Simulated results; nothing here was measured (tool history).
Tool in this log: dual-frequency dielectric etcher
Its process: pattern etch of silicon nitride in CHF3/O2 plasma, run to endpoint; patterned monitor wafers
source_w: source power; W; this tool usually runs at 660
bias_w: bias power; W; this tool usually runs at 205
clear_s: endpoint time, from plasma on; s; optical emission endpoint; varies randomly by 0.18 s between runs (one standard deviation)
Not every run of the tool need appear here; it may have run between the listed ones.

run,hour,source_w,bias_w,"incoming incoming film thickness, nm",clear_s
1,0,660,205,93.6,58.1
2,16.2,660,205,93.8,58.2
3,49.3,660,205,93.3,58
4,80,660,228,94.5,57.1
5,106.8,660,177,94.4,60
# hour 145.4: upper electrode replaced
6,145.9,660,177,93.2,59.2
7,152.2,660,177,94,59.3
# hour 164.7: bias power generator calibrated
8,176.8,660,205,94.1,57.2
# hour 201: wet clean of the chamber
# hour 212.1: source power generator calibrated
9,212.6,780,159,93.7,60.9
10,238.2,780,187,93.6,58.1
11,255,710,247,93.5,56.2
12,285.5,660,205,95,60.7
13,305.6,660,185,94.1,61.8
14,323.2,660,187,94.3,61

Pick out some run-to-run changes in clear_s. Of each, how much would a tool without hidden state show as well, from the settings, what came in and chance, and how much is left for the hidden state and any gauge scatter not in both results compared?
What the log doesn't record here: etch rate over this chamber's usual, %; source power that arrives over what is set, %; bias power that arrives over what is set, %.
Run 8 -> 9: source_w 660 -> 780, bias_w 205 -> 159, wet clean of the chamber, source power generator calibrated. clear_s +3.7 s: hidden state +3.5, all else +0.2.
Run 11 -> 12: source_w 710 -> 660, bias_w 247 -> 205. clear_s +4.5 s: hidden state -0.2, all else +4.7.
